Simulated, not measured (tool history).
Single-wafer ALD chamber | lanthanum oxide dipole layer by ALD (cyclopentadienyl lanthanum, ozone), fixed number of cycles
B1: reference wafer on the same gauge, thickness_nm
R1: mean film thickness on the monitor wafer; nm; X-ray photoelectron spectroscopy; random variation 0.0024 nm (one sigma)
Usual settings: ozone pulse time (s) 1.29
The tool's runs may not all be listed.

Run 1, hour 0.0: usual settings but ozone pulse time (s) 1.66; B1 0.446. Result: R1 0.546 nm.
Run 2, hour 27.8: usual settings but ozone pulse time (s) 1.07; B1 0.446. Result: R1 0.481 nm.
Run 3, hour 92.4: usual settings but ozone pulse time (s) 1.07; B1 0.446. Result: R1 0.482 nm.
Run 4, hour 122.2: usual settings but ozone pulse time (s) 1.07; B1 0.446. Result: R1 0.490 nm.
At hour 123.3: gauge calibrated.
Run 5, hour 172.9: usual settings; B1 0.446. Result: R1 0.523 nm.
Run 6, hour 215.7: usual settings but ozone pulse time (s) 1.60; B1 0.446. Result: R1 0.544 nm.
Run 7, hour 263.1: usual settings but ozone pulse time (s) 1.60; B1 0.446. Result: R1 0.549 nm.
Run 8, hour 312.4: usual settings but ozone pulse time (s) 1.66; B1 0.446. Result: R1 0.549 nm.
Run 9, hour 376.3: usual settings but ozone pulse time (s) 1.05; B1 0.446. Result: R1 0.485 nm.
At hour 385.9: showerhead replaced.
At hour 425.9: thermocouple changed; heater temperature recalibrated.
Run 10, hour 433.3: usual settings but ozone pulse time (s) 1.78; B1 0.446. Result: R1 0.547 nm.
At hour 443.7: ozone generator serviced.
Run 11, hour 459.1: usual settings but ozone pulse time (s) 1.42; B1 0.445. Result: R1 0.530 nm.
Run 12, hour 522.5: usual settings but ozone pulse time (s) 1.46; B1 0.446. Result: R1 0.535 nm.
At hour 549.0: gauge calibrated.
Run 13, hour 594.1: usual settings but ozone pulse time (s) 1.03; B1 0.446. Result: R1 0.476 nm.
Run 14, hour 646.8: usual settings; B1 0.446. Result: R1 0.519 nm.
Run 15, hour 713.8: usual settings but ozone pulse time (s) 1.14; B1 0.446. Result: R1 0.499 nm.

Forecast each of these 5 alternatives for the next run:
Run A, hour 714.2: usual settings but ozone pulse time (s) 0.88; B1 ?. Result: R1 ?.
Run B, hour 714.2: usual settings but ozone pulse time (s) 1.53; B1 ?. Result: R1 ?.
Run C, hour 714.2: usual settings but ozone pulse time (s) 1.51; B1 ?. Result: R1 ?.
Run D, hour 714.2: usual settings but ozone pulse time (s) 1.75; B1 ?. Result: R1 ?.
Run E, hour 714.2: usual settings but ozone pulse time (s) 1.00; B1 ?. Result: R1 ?.

run     B1     R1
  A  0.446  0.432
  B  0.446  0.534
  C  0.446  0.532
  D  0.446  0.543
  E  0.446  0.465
Without the tool's hidden state the same runs would have given:
run     R1
  A  0.432
  B  0.534
  C  0.532
  D  0.543
  E  0.465
